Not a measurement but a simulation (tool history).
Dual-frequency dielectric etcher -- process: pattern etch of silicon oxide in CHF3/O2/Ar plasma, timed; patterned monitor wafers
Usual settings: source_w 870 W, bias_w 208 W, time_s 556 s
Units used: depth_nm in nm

run,hour,source_w,bias_w,time_s,wafers since the last listed run,hours since the last wet clean,hours since the last source power generator calibration,hours since the last bias power generator calibration,hours since the last upper electrode change,hours since the gauge calibration,"read-back reference wafer on the same gauge, depth_nm",depth_nm
1,0,870,208,556,0,428.3,1650.3,4652.9,3985.3,279.8,1377.7,1276
2,7.4,870,208,556,18,435.7,1657.7,4660.3,3992.7,287.2,1381.1,1274.6
# hour 14.3: gauge calibrated
3,22,870,208,556,35,450.3,1672.3,4674.9,4007.3,7.7,1379.9,1271.5
4,28.1,870,208,556,15,456.4,1678.4,4681,4013.4,13.8,1379.8,1275.7
5,34.6,870,208,556,15,462.9,1684.9,4687.5,4019.9,20.3,1382,1275
6,51.1,870,208,556,40,479.4,1701.4,4704,4036.4,36.8,1380,1279
7,58.8,870,208,556,18,487.1,1709.1,4711.7,4044.1,44.5,1380.6,1278.8
8,74.1,870,208,556,37,502.4,1724.4,4727,4059.4,59.8,1378.8,1272.3
9,89.4,870,208,556,37,517.7,1739.7,4742.3,4074.7,75.1,1380.6,1275
# hour 118.8: bias power generator calibrated
# hour 134.8: wet clean of the chamber
10,135.3,870,240,556,63,0.5,1785.6,16.5,4120.6,121,1381.9,1336.5
11,135.8,870,240,556,1,1,1786.1,17,4121.1,121.5,1379.5,1329.3
12,140,870,240,556,10,5.2,1790.3,21.2,4125.3,125.7,1381.1,1336.7
13,152.9,870,166,500.5,31,18.1,1803.2,34.1,4138.2,138.6,1379.2,1123.6
# hour 176.9: upper electrode replaced
14,177.4,980,258,391,1,42.6,1827.7,58.6,0.5,163.1,1382.9,989.7
15,178.8,870,208,556,3,44,1829.1,60,1.9,164.5,1378.6,1298.7
16,186.2,870,208,556,18,51.4,1836.5,67.4,9.3,171.9,1382.5,1299.7
17,202.7,1090,225,442,40,67.9,1853,83.9,25.8,188.4,1379.6,1141
18,209.2,970,171,604.5,15,74.4,1859.5,90.4,32.3,194.9,1380.3,1423.4
19,220.8,870,208,556,28,86,1871.1,102,43.9,206.5,1379.3,1293
20,238.5,870,208,556,43,103.7,1888.8,119.7,61.6,224.2,1379.8,1293.5
21,245.4,1050,189,722,16,110.6,1895.7,126.6,68.5,231.1,1378.5,1770.2
22,259.4,980,236,476,34,124.6,1909.7,140.6,82.5,245.1,1379.7,1189.1
# hour 266.4: gauge calibrated
# hour 288.9: source power generator calibrated
23,303.6,1020,208,393,98,168.8,14.7,184.8,126.7,37.2,1377.9,967
24,311.5,870,208,655,19,176.7,22.6,192.7,134.6,45.1,1382.1,1521.9
25,328.6,870,166,716,42,193.8,39.7,209.8,151.7,62.2,1382.5,1593
26,340.5,870,208,556,29,205.7,51.6,221.7,163.6,74.1,1380.1,1288.9
27,353.9,740,174,691.5,32,219.1,65,235.1,177,87.5,1380.6,1468.4
28,365.1,870,229,622.5,27,230.3,76.2,246.3,188.2,98.7,1380,1470.3
29,379.8,870,208,446.5,36,245,90.9,261,202.9,113.4,1381.5,1030.5
30,389.8,970,171,604.5,24,255,100.9,271,212.9,123.4,1380.8,1419.6

Some steps in depth_nm, run to run, broken into two amounts with sign: the step expected even without the hidden condition (settings, incoming material, random variation), and the rest, left for the hidden condition together with whatever gauge scatter is not in both the measured and the hidden-condition-free result:
Unlogged tool condition in this case: etch rate over this chamber's usual, %; source power that arrives over what is set, %; bias power that arrives over what is set, %; gauge reads high (%).
Run 9 -> 10: bias_w 208 -> 240, bias power generator calibrated, wet clean of the chamber. depth_nm +61.5 nm: hidden state +26.5, all else +35.
Run 20 -> 21: source_w 870 -> 1050, bias_w 208 -> 189, time_s 556 -> 722. depth_nm +476.7 nm: hidden state -1.9, all else +478.6.
Run 21 -> 22: source_w 1050 -> 980, bias_w 189 -> 236, time_s 722 -> 476. depth_nm -581.1 nm: hidden state +1.4, all else -582.5.
Run 23 -> 24: source_w 1020 -> 870, time_s 393 -> 655. depth_nm +554.9 nm: hidden state -3.4, all else +558.3.
Run 29 -> 30: source_w 870 -> 970, bias_w 208 -> 171, time_s 446.5 -> 604.5. depth_nm +389.1 nm: hidden state -3.7, all else +392.8.
